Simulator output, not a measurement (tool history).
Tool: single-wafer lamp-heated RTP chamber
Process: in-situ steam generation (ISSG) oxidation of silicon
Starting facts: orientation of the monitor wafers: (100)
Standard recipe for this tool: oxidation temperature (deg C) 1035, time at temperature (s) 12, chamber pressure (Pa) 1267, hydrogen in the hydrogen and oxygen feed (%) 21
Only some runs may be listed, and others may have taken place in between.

run,hour,oxidation temperature (deg C),time at temperature (s),chamber pressure (Pa),hydrogen in the hydrogen and oxygen feed (%),"read-back reference wafer on the same gauge, thickness",oxide thickness on the monitor wafer (angstrom)
1,0,1035,10,1267,21,5.024,48.48
2,48.9,1035,10,1267,21,5.022,48.76
3,93.5,1045,12,1267,21,5.019,55.69
4,145.6,1045,12,1267,21,5.016,56
5,202.9,1035,12,1120,21,5.016,54.27
6,257.8,1044,12,1267,21,5.016,56.11
# hour 291.6: pyrometer window cleaned and pyrometer calibrated
7,292.1,1046,12,1267,21,5.025,55.24
8,326.1,1046,12,1267,21,5.016,55.54
9,368.2,1046,12,1267,21,5.014,55.38
10,399.8,1035,12,1267,21,5.018,52.45
11,445.5,1035,12,1267,21,5.013,52.89
12,510.4,1035,12,1267,21,5.017,52.81
13,557.9,1035,12,1267,21,5.027,52.77
14,718,1035,12,1267,21,5.017,53.29
# hour 768.3: pressure gauge zeroed
15,786.2,1035,12,1267,21,5.018,53.16
16,828.6,1035,9,1333,18,5.022,44.56
17,869.3,1035,12,1267,21,5.02,53.65
18,927.8,1035,9,1360,12,5.017,40.57
19,990.5,1042,15,1267,15,5.013,57.94
# hour 1013.5: pyrometer window cleaned and pyrometer calibrated
20,1034.5,1045,12,1160,21,5.021,55.64

Forecast run 21:
21,1095.5,1030,12,1267,13,?,?

{"run 21": {"read-back reference wafer on the same gauge, thickness": 5.012, "oxide thickness on the monitor wafer (angstrom)": 46.29}}
With no hidden state in the tool, this same run would have given oxide thickness on the monitor wafer (angstrom) 46.26.
